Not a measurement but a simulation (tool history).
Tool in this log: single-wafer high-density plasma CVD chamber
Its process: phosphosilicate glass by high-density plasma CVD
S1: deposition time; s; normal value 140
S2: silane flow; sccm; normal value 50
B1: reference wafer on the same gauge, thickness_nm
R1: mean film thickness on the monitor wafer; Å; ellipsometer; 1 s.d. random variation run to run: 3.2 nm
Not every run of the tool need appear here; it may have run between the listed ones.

| run | day | S1 | S2 | B1 | R1 |
|---|---|---|---|---|---|
| 1 | 0 | 140 | 47 | 581.762 | 6309.75 |
| 2 | 1.508 | 140 | 47 | 581.085 | 6292.1 |
| 3 | 2.746 | 140 | 50 | 581.235 | 6713.11 |
| 4 | 4.692 | 140 | 50 | 580.29 | 6653.97 |
| 5 | 7.429 | 140 | 50 | 580.801 | 6670.45 |
| 6 | 8.654 | 140 | 50 | 580.653 | 6771.18 |
| 7 | 10.517 | 140 | 50 | 581.642 | 6800.24 |
| 8 | 12.438 | 140 | 50 | 581.271 | 6683.6 |
| 9 | 13.654 | 140 | 50 | 581.389 | 6744.48 |
| 10 | 15.646 | 140 | 50 | 580.668 | 6780.28 |
| 11 | 18.317 | 140 | 50 | 580.478 | 6787.58 |
| 12 | 19.746 | 140 | 50 | 580.704 | 6808.55 |
| 13 | 22.183 | 151 | 42 | 581.645 | 6138.88 |
| 14 | 25.067 | 151 | 42 | 581.352 | 6095.71 |
| 15 | 31.417 | 151 | 42 | 580.992 | 6130.35 |
| 16 | 40.412 | 140 | 50 | 580.625 | 6813.82 |
| 17 | 41.804 | 140 | 50 | 580.986 | 6861.18 |
|  | 43.917 | silane flow controller replaced |
| 18 | 48.912 | 140 | 50 | 581.317 | 6560 |
|  | 49.504 | gauge calibrated |
| 19 | 50.433 | 140 | 50 | 580.2 | 6485.29 |
| 20 | 52.504 | 140 | 50 | 581.416 | 6478.61 |
| 21 | 54.825 | 140 | 50 | 581.117 | 6535.1 |
| 22 | 55.858 | 158 | 53 | 580.05 | 7747.85 |
| 23 | 57.512 | 140 | 55 | 581.013 | 7131.28 |
| 24 | 59.192 | 140 | 44 | 581.262 | 5736.97 |
| 25 | 60.908 | 160 | 57 | 581.176 | 8520.34 |
| 26 | 62.717 | 140 | 45 | 580.942 | 5851.07 |
| 27 | 63.946 | 140 | 50 | 579.983 | 6447.65 |
| 28 | 66.079 | 131 | 58 | 580.428 | 7064.42 |
| 29 | 68.625 | 131 | 47 | 582.414 | 5712.67 |
| 30 | 70.983 | 126 | 56 | 581.973 | 6609.92 |
| 31 | 73.512 | 140 | 50 | 580.709 | 6557.01 |
| 32 | 76.496 | 140 | 50 | 580.962 | 6515.73 |
| 33 | 79.217 | 114 | 55 | 580.529 | 5868.73 |
| 34 | 81.342 | 140 | 50 | 580.416 | 6474.23 |
| 35 | 82.962 | 130 | 59 | 581.069 | 7127.48 |
| 36 | 84.579 | 148 | 42 | 582.505 | 5725.69 |
| 37 | 86.642 | 154 | 50 | 581.274 | 7154.65 |
| 38 | 88.662 | 162 | 50 | 580.189 | 7618.36 |
| 39 | 90.55 | 125 | 54 | 580.426 | 6321.69 |
| 40 | 92.062 | 148 | 43 | 581.53 | 5916.19 |
| 41 | 94.483 | 115 | 56 | 581.662 | 6048.52 |
| 42 | 96.804 | 140 | 50 | 581.38 | 6545.73 |
| 43 | 98.638 | 140 | 53 | 581.969 | 6917.1 |
| 44 | 107.625 | 140 | 58 | 580.454 | 7577.6 |
| 45 | 109.55 | 163 | 56 | 581.552 | 8472.61 |

List, for all runs, the conditions of the tool that the log does not record:
gauge reads high (%): 0 across all the runs
H1: delivered silane flow above the setpoint (%)
| run | H1 |
|---|---|
| 1 | 2.73 |
| 2 | 2.77 |
| 3 | 2.81 |
| 4 | 2.87 |
| 5 | 2.96 |
| 6 | 3 |
| 7 | 3.06 |
| 8 | 3.13 |
| 9 | 3.17 |
| 10 | 3.23 |
| 11 | 3.33 |
| 12 | 3.38 |
| 13 | 3.46 |
| 14 | 3.57 |
| 15 | 3.8 |
| 16 | 4.14 |
| 17 | 4.2 |
| 18 | -0.522 |
| 19 | -0.52 |
| 20 | -0.517 |
| 21 | -0.513 |
| 22 | -0.51 |
| 23 | -0.506 |
| 24 | -0.501 |
| 25 | -0.496 |
| 26 | -0.489 |
| 27 | -0.484 |
| 28 | -0.475 |
| 29 | -0.463 |
| 30 | -0.451 |
| 31 | -0.437 |
| 32 | -0.418 |
| 33 | -0.399 |
| 34 | -0.384 |
| 35 | -0.371 |
| 36 | -0.358 |
| 37 | -0.341 |
| 38 | -0.323 |
| 39 | -0.306 |
| 40 | -0.292 |
| 41 | -0.268 |
| 42 | -0.243 |
| 43 | -0.224 |
| 44 | -0.117 |
| 45 | -0.0916 |
